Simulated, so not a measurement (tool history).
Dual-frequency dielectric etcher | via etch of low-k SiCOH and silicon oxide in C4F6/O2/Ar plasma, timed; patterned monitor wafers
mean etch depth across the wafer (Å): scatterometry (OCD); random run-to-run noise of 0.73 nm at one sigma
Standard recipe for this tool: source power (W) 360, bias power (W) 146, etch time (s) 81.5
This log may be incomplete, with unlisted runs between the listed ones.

run     day  source power (W)  bias power (W)  etch time (s)  read-back reference wafer on the same gauge, depth_nm  mean etch depth across the wafer (Å)
  1   0.000               420             146           81.5                                                  167.1                                  2109
      1.746  -- wet clean of the chamber
  2   1.767               420             146           81.5                                                  166.9                                  2112
  3   4.004               420             146           81.5                                                  166.8                                  2124
  4   8.125               360             146           81.5                                                  167.0                                  2020
  5  13.446               360             146           81.5                                                  167.0                                  2004
  6  16.108               360             146           81.5                                                  167.0                                  2004
     19.096  -- upper electrode replaced
  7  19.117               360             146           81.5                                                  167.1                                  2011
     19.729  -- source power generator calibrated
     20.162  -- bias power generator calibrated
  8  20.704               360             146           81.5                                                  166.7                                  2001
  9  22.258               360             146           81.5                                                  166.9                                  2009
 10  26.350               410             146           81.5                                                  167.3                                  2103

Forecast run 11:
     28.217  -- wet clean of the chamber
     28.342  -- gauge calibrated
 11  30.771               440             110           74.5                                                      ?                                     ?

read-back reference wafer on the same gauge, depth_nm: 167.1
mean etch depth across the wafer (Å): 1846
On a tool with no hidden condition, and with the same random variation, this run would have come out at mean etch depth across the wafer (Å) 1846.
